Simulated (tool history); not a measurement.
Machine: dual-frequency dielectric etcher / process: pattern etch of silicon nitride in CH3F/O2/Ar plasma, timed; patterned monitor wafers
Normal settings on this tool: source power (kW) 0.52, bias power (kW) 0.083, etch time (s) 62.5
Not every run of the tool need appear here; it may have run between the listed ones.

run     day  source power (kW)  bias power (kW)  etch time (s)  wafers since the last listed run  hours since the last wet clean  hours since the last source power generator calibration  hours since the last bias power generator calibration  hours since the last upper electrode change  hours since the gauge calibration  read-back reference wafer on the same gauge, depth_nm  mean etch depth across the wafer (Å)
  1       0               0.52            0.093           62.5                                 0                           259.2                                                   3583.4                                                 1487.7                                       3290.6                              769.7                                                   50.2                                   506
  2   2.696               0.52            0.083           62.5                               437                           323.9                                                   3648.1                                                 1552.4                                       3355.3                              834.4                                                   50.2                                   483
      4.654  -- wet clean of the chamber
  3   5.104               0.52            0.083           62.5                               228                            10.8                                                   3705.9                                                 1610.2                                       3413.1                              892.2                                                   50.1                                   494
  4   7.179               0.52            0.083           62.5                               336                            60.6                                                   3755.7                                                   1660                                       3462.9                                942                                                   50.2                                   491
  5   8.725               0.52            0.083           62.5                               250                            97.7                                                   3792.8                                                 1697.1                                         3500                              979.1                                                   50.2                                   488
  6  10.583               0.52            0.088           72.5                               301                           142.3                                                   3837.4                                                 1741.7                                       3544.6                             1023.7                                                   50.2                                   579
  7  12.125               0.52            0.083             75                               249                           179.3                                                   3874.4                                                 1778.7                                       3581.6                             1060.7                                                   50.2                                   583
  8  13.846               0.52            0.083             75                               278                           220.6                                                   3915.7                                                   1820                                       3622.9                               1102                                                   50.2                                   581
  9  15.879               0.52            0.083           62.5                               329                           269.4                                                   3964.5                                                 1868.8                                       3671.7                             1150.8                                                   50.3                                   484
     16.379  -- bias power generator calibrated
 10   17.85               0.52            0.083           62.5                               292                           316.7                                                   4011.8                                                   35.3                                         3719                             1198.1                                                   50.2                                   490
     18.875  -- wet clean of the chamber
 11  19.146               0.52            0.083           62.5                                47                             6.5                                                   4042.9                                                   66.4                                       3750.1                             1229.2                                                   50.2                                   505
 12  20.421               0.52            0.088           62.5                               206                            37.1                                                   4073.5                                                     97                                       3780.7                             1259.8                                                   50.2                                   519
 13  22.354               0.52            0.088           62.5                               313                            83.5                                                   4119.9                                                  143.4                                       3827.1                             1306.2                                                   50.2                                   515
 14  24.633               0.52            0.097             47                               369                           138.2                                                   4174.6                                                  198.1                                       3881.8                             1360.9                                                   50.2                                   401
 15  27.629               0.63            0.083             78                               485                           210.1                                                   4246.5                                                    270                                       3953.7                             1432.8                                                   50.2                                   669
     29.708  -- gauge calibrated
     33.146  -- wet clean of the chamber
 16  33.996               0.52            0.083           62.5                               870                            20.4                                                   4399.3                                                  422.8                                       4106.5                              102.9                                                   50.3                                   501
 17  35.933               0.52            0.083           62.5                               314                            66.9                                                   4445.8                                                  469.3                                         4153                              149.4                                                   50.1                                   499
 18   37.35               0.44            0.074             50                               229                           100.9                                                   4479.8                                                  503.3                                         4187                              183.4                                                   50.2                                   355
 19  38.696               0.52            0.083           62.5                               218                           133.2                                                   4512.1                                                  535.6                                       4219.3                              215.7                                                   50.2                                   496
     39.742  -- source power generator calibrated
 20  40.546               0.63            0.083           62.5                               272                           177.6                                                     19.3                                                    580                                       4263.7                              260.1                                                   50.2                                   533
 21  43.421               0.48            0.071             54                               466                           246.6                                                     88.3                                                    649                                       4332.7                              329.1                                                   50.2                                   385
      45.15  -- upper electrode replaced
 22  45.171               0.39            0.083           62.5                               121                           288.6                                                    130.3                                                    691                                          0.5                              371.1                                                   50.2                                   433
     47.483  -- wet clean of the chamber
 23  47.504               0.52            0.083           62.5                               216                             0.5                                                    186.3                                                    747                                         56.5                              427.1                                                   50.2                                   500
 24  49.646               0.47            0.103             56                               347                            51.9                                                    237.7                                                  798.4                                        107.9                              478.5                                                   50.2                                   468
 25  51.792               0.58            0.094             45                               347                           103.4                                                    289.2                                                  849.9                                        159.4                                530                                                   50.2                                   392
 26  53.571                0.6            0.062           49.5                               288                           146.1                                                    331.9                                                  892.6                                        202.1                              572.7                                                   50.2                                   370
 27  56.342               0.57            0.101           62.5                               449                           212.6                                                    398.4                                                  959.1                                        268.6                              639.2                                                   50.2                                   550
 28  59.021               0.56            0.083           62.5                               434                           276.9                                                    462.7                                                 1023.4                                        332.9                              703.5                                                   50.2                                   502
 29  60.912               0.52            0.083           62.5                               306                           322.3                                                    508.1                                                 1068.8                                        378.3                              748.9                                                   50.2                                   487
 30  62.246               0.57            0.077             78                               216                           354.3                                                    540.1                                                 1100.8                                        410.3                              780.9                                                   50.1                                   611

4 ways to go on from here, each from the tool as it stands after run 30. What would each give?
  A  62.262               0.52            0.083           62.5                                 2                           354.7                                                    540.5                                                 1101.2                                        410.7                              781.3                                                      ?                                     ?
  B  62.262                0.6            0.062           45.5                                 2                           354.7                                                    540.5                                                 1101.2                                        410.7                              781.3                                                      ?                                     ?
  C  62.262               0.52            0.104           62.5                                 2                           354.7                                                    540.5                                                 1101.2                                        410.7                              781.3                                                      ?                                     ?
  D  62.262               0.52            0.063           62.5                                 2                           354.7                                                    540.5                                                 1101.2                                        410.7                              781.3                                                      ?                                     ?

run  read-back reference wafer on the same gauge, depth_nm  mean etch depth across the wafer (Å)
  A                                                   50.2                                   485
  B                                                   50.2                                   334
  C                                                   50.2                                   532
  D                                                   50.2                                   435
Had the tool no hidden state, the same runs would have come out as:
run  mean etch depth across the wafer (Å)
  A                                   503
  B                                   346
  C                                   552
  D                                   450

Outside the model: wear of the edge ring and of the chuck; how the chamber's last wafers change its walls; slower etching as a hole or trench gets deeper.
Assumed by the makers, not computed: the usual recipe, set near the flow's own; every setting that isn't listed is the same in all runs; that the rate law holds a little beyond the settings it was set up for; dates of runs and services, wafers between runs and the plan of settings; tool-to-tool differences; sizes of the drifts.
